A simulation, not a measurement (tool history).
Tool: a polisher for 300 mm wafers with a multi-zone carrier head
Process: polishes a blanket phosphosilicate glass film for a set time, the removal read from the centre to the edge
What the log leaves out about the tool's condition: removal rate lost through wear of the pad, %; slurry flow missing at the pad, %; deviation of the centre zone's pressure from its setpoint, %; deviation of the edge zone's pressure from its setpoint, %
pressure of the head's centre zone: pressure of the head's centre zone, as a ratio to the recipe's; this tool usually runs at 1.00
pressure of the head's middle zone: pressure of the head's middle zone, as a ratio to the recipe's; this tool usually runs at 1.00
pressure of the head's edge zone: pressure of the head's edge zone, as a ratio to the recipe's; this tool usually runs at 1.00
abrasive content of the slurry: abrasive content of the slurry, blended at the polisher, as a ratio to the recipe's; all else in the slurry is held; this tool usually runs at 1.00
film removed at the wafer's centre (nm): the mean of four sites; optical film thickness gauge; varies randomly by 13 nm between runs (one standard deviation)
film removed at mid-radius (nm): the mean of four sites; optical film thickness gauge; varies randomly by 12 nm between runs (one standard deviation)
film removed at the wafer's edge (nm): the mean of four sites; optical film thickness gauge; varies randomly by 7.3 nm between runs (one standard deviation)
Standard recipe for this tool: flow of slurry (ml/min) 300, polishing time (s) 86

run	hour	flow of slurry (ml/min)	pressure of the head's centre zone	pressure of the head's middle zone	pressure of the head's edge zone	abrasive content of the slurry	polishing time (s)	wafers since the last listed run	wafers polished on this pad	hours since the slurry nozzle was cleaned	hours since the centre zone pressure was calibrated	hours since the edge zone pressure was calibrated	hours since the carrier head's membrane was replaced	incoming thickness of the incoming film, nm	film removed at the wafer's centre (nm)	film removed at mid-radius (nm)	film removed at the wafer's edge (nm)
1	0.0	300	1.06	1.00	1.00	1.00	86	0	921	99.8	38.6	770.7	373.8	4046.0	1103.8	1005.6	1000.5
2	38.4	300	1.00	1.07	1.00	1.00	86	384	1305	138.2	77.0	809.1	412.2	3995.5	1038.5	1067.5	1006.3
3	91.0	300	1.00	1.00	1.00	1.00	86	526	1831	190.8	129.6	861.7	464.8	4057.2	1018.8	1014.9	1010.6
4	154.6	300	1.00	0.93	1.00	1.00	86	636	2468	254.4	193.2	925.3	528.4	3936.3	1016.4	912.8	1004.3
5	188.6	300	0.95	1.00	1.11	1.15	105	340	2808	288.4	227.2	959.3	562.4	4004.2	1238.8	1278.4	1369.1
# hour 217.1: slurry nozzle cleaned
6	241.1	385	1.00	1.00	1.00	0.80	97	515	3323	24.0	279.7	1011.8	614.9	4035.8	1064.5	1017.5	1022.1
# hour 279.7: worn pad replaced by a new one
7	293.0	300	1.06	1.00	1.00	1.00	86	479	133	75.9	331.6	1063.7	666.8	3960.9	1113.0	991.7	1023.0
8	350.4	300	0.89	1.00	1.12	1.00	75	574	707	133.3	389.0	1121.1	724.2	4028.8	793.1	850.0	935.2
# hour 409.2: carrier head's membrane replaced by a new one
9	418.8	300	1.00	1.00	1.03	1.20	86	634	1342	201.7	457.4	1189.5	9.6	4044.7	1102.0	1088.8	1101.8
10	486.8	300	1.00	1.00	1.00	1.00	86	680	2022	269.7	525.4	1257.5	77.6	3989.2	1006.8	981.8	989.2
# hour 506.1: edge zone pressure recalibrated
# hour 540.0: slurry nozzle cleaned
11	551.9	220	1.10	1.00	1.00	1.20	86	621	2644	11.9	590.5	45.8	142.7	4036.1	1204.2	1058.7	1078.1
# hour 603.4: worn pad replaced by a new one
12	610.8	300	1.00	0.92	0.94	1.00	86	549	74	70.8	649.4	104.7	201.6	3981.4	1028.1	923.3	980.8
13	682.1	300	1.00	1.00	1.00	1.25	86	713	787	142.1	720.7	176.0	272.9	3926.3	1145.7	1103.1	1119.7
# hour 709.8: centre zone pressure recalibrated
14	729.9	300	0.89	1.07	0.95	1.00	107	458	1245	189.9	20.1	223.8	320.7	3961.9	1129.4	1310.3	1208.4
15	772.5	235	1.00	1.00	1.09	1.10	68	426	1672	232.5	62.7	266.4	363.3	3988.7	800.5	771.2	841.0
16	807.2	300	1.00	1.00	1.00	1.00	111	347	2019	267.2	97.4	301.1	398.0	3961.9	1256.8	1244.4	1266.5
17	869.5	270	1.08	1.00	1.00	1.00	57	623	2642	329.5	159.7	363.4	460.3	3988.5	685.4	626.1	639.0
# hour 918.6: worn pad replaced by a new one
# hour 933.3: slurry nozzle cleaned
18	936.3	345	1.00	1.00	1.09	1.00	86	618	167	3.0	226.5	430.2	527.1	3930.5	1034.5	1012.4	1068.5
19	979.8	300	1.00	1.00	1.00	1.00	109	435	602	46.5	270.0	473.7	570.6	3963.5	1323.3	1256.2	1279.7
20	1049.2	300	1.00	1.00	1.00	1.00	86	694	1296	115.9	339.4	543.1	640.0	3978.7	1024.4	1000.6	1009.9

For each run, what was the tool's unlogged condition?
removal rate lost through wear of the pad, %: 0 across all the runs
deviation of the centre zone's pressure from its setpoint, %: 0 across all the runs
deviation of the edge zone's pressure from its setpoint, %: 0 across all the runs
H1: slurry flow missing at the pad, %
run	H1
1	2.99
2	5.41
3	10
4	17.5
5	22.4
6	1.5
7	2.87
8	6.05
9	12.1
10	20.6
11	2.39
12	3.68
13	7.7
14	11.9
15	16.7
16	21.3
17	31.1
18	2.83
19	3.4
20	6.39
